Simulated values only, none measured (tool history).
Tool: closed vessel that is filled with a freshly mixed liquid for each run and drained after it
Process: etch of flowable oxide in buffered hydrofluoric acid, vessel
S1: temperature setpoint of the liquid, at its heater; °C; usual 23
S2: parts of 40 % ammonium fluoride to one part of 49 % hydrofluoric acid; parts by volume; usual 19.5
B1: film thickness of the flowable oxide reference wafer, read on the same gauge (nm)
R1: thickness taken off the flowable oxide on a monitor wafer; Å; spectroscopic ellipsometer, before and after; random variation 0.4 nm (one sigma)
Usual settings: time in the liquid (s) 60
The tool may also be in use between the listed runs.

run 1 hour=0 | S1=23 S2=19.5 time_in_the_liquid_(s)=60 | B1=80.02 | R1=1389.8
run 2 hour=36 | S1=23 S2=19.5 time_in_the_liquid_(s)=60 | B1=80.01 | R1=1384.1
run 3 hour=69.1 | S1=23 S2=19.5 time_in_the_liquid_(s)=60 | B1=80.04 | R1=1387.8
run 4 hour=83.3 | S1=23 S2=19.5 time_in_the_liquid_(s)=60 | B1=80.03 | R1=1394.1
run 5 hour=115.9 | S1=23 S2=19.5 time_in_the_liquid_(s)=60 | B1=79.97 | R1=1406.1
-- hour=117.6 thermometer replaced
run 6 hour=143.8 | S1=23 S2=17.5 time_in_the_liquid_(s)=60 | B1=80 | R1=1365.4
-- hour=149.8 gauge calibrated
run 7 hour=161.6 | S1=23 S2=19.5 time_in_the_liquid_(s)=60 | B1=79.98 | R1=1230.3
run 8 hour=188.5 | S1=23 S2=25 time_in_the_liquid_(s)=60 | B1=79.96 | R1=1023.7
-- hour=195.6 hydrofluoric acid flow meter replaced
run 9 hour=219.1 | S1=23 S2=19.5 time_in_the_liquid_(s)=60 | B1=80.04 | R1=1233.1
run 10 hour=231.4 | S1=27.5 S2=26 time_in_the_liquid_(s)=80 | B1=80.06 | R1=1703.9
run 11 hour=262.5 | S1=23 S2=25 time_in_the_liquid_(s)=90 | B1=79.96 | R1=1549.4
run 12 hour=278.4 | S1=23 S2=19.5 time_in_the_liquid_(s)=50 | B1=79.97 | R1=1025.3

Forecast run 13:
run 13 hour=296.1 | S1=23 S2=19.5 time_in_the_liquid_(s)=60 | B1=? | R1=?

B1: 80.01
R1: 1235.8 Å
Without the tool's hidden state the same run would have given R1 1203.7 Å.

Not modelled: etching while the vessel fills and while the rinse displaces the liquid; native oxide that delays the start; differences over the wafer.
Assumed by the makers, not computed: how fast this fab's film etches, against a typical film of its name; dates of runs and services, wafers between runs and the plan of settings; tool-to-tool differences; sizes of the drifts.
